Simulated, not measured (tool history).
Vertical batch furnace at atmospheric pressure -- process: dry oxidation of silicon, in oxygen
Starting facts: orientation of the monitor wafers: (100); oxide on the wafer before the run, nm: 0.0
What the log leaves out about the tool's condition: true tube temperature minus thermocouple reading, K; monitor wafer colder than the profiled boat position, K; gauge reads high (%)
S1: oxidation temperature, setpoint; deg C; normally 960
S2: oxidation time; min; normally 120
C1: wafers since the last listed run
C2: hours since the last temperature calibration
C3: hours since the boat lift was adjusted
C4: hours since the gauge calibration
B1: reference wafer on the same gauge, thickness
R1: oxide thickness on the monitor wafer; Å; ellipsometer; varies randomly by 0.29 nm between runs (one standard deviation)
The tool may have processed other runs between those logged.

run	day	S1	S2	C1	C2	C3	C4	B1	R1
1	0	944	120	0	3897.9	5086.3	628.8	51.24	481.3
2	2.542	944	120	769	3958.9	5147.3	689.8	51.35	482.4
3	6.767	960	120	1278	4060.3	5248.7	791.2	51.48	565.2
4	9.483	968	120	822	4125.5	5313.9	856.4	51.6	605.5
5	11.246	945	163.5	533	4167.8	5356.2	898.7	51.53	611.7
6	13.879	945	163.5	797	4231	5419.4	961.9	51.56	616.7
7	15.583	945	163.5	515	4271.9	5460.3	1002.8	51.77	612.1
8	18.188	977	154.5	788	4334.4	5522.8	1065.3	51.79	781.3
9	22.529	977	154.5	1314	4438.6	5627	1169.5	52.02	787.6
10	24.088	960	120	471	4476	5664.4	1206.9	52.12	579.3
# day 25.262: boat lift adjusted
11	25.904	952	97.5	247	4519.6	15.4	1250.5	52.1	465.3
12	30.054	980	144.5	1256	4619.2	115	1350.1	52.35	770.8
13	33.258	947	120	969	4696.1	191.9	1427	52.5	511.1
14	36.858	960	120	1089	4782.5	278.3	1513.4	52.47	579.8
# day 37.729: gauge calibrated
15	39.896	944	120	919	4855.4	351.2	52	51.72	485.7
16	43.667	951	141	1141	4945.9	441.7	142.5	51.57	587.8
# day 47.554: thermocouples replaced and temperature profile calibrated
17	47.575	944	120	880	0.5	535.5	236.3	51.58	483.6
18	55.533	981	90	2409	191.5	726.5	427.3	51.6	550.6
19	59.488	960	120	1196	286.4	821.4	522.2	51.89	566.9
20	63.721	960	70.5	1281	388	923	623.8	51.89	394.3
21	66.562	977	157	860	456.2	991.2	692	51.92	792.6

3 ways to go on from here, each from the tool as it stands after run 21. What would each give?
A	66.788	960	120	68	461.6	996.6	697.4	?	?
B	66.788	945	120	68	461.6	996.6	697.4	?	?
C	66.788	960	71.5	68	461.6	996.6	697.4	?	?

run	B1	R1
A	52.02	569.7
B	52.02	490.8
C	52.02	398.5
The same runs, with their run-to-run variation unchanged, on a tool lacking any hidden condition would have given:
run	R1
A	563.2
B	485.3
C	394

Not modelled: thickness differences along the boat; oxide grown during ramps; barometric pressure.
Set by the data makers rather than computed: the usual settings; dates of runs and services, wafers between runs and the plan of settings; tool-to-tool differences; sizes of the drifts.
